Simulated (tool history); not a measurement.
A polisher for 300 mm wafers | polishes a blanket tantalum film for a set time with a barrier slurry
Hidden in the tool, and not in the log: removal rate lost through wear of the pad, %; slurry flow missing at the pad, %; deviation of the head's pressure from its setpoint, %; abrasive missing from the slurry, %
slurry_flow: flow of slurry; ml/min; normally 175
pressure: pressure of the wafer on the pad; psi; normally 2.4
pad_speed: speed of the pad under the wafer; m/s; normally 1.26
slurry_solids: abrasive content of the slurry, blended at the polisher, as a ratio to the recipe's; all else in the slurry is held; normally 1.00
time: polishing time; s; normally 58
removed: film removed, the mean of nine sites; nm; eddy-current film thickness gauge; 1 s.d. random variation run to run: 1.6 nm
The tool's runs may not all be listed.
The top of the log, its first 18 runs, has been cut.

run,day,slurry_flow,pressure,pad_speed,slurry_solids,time,wafers since the last listed run,wafers polished on this pad,hours since the slurry nozzle was cleaned,hours since the head pressure was calibrated,hours since the slurry blender was calibrated,"incoming thickness of the incoming film, nm",removed
19,55.375,145,2.9,1.26,1.00,41,527,4483,358.5,462.6,470.7,424.5,106.0
# day 56.133: slurry blender recalibrated
# day 56.596: head pressure recalibrated
20,58.054,225,3.2,1.26,1.00,58,901,5384,422.8,35.0,46.1,426.3,171.0
21,59.408,135,1.8,1.26,1.00,74,485,5870,455.3,67.5,78.6,415.8,122.4
22,60.958,220,2.4,1.64,0.75,64,555,6426,492.5,104.7,115.8,420.4,164.4
# day 61.450: worn pad replaced by a new one
23,62.417,215,2.6,1.26,0.80,64,463,346,527.5,139.7,150.8,421.5,164.4
24,65.096,175,2.4,1.26,1.00,58,960,1307,591.8,204.0,215.1,419.0,140.1
25,66.350,175,2.4,1.26,1.00,58,449,1757,621.9,234.1,245.2,424.9,140.4
# day 67.629: slurry nozzle cleaned
26,68.750,175,2.4,1.26,0.80,58,845,2602,26.9,291.7,302.8,417.5,130.5
27,70.667,175,2.4,1.26,1.00,58,687,3290,72.9,337.7,348.8,425.9,136.1
28,72.088,145,3.1,1.04,1.00,58,509,3799,107.0,371.8,382.9,416.8,139.2

Predict the results of run 29:
# day 73.400: slurry blender recalibrated
29,73.500,175,2.4,1.54,1.00,43,476,4276,140.9,405.7,2.4,421.0,?

{"run 29": {"removed": 122.6}}
Take away the tool's hidden state, keep the run-to-run variation as it was, and the same run would have given removed 129.2 nm.
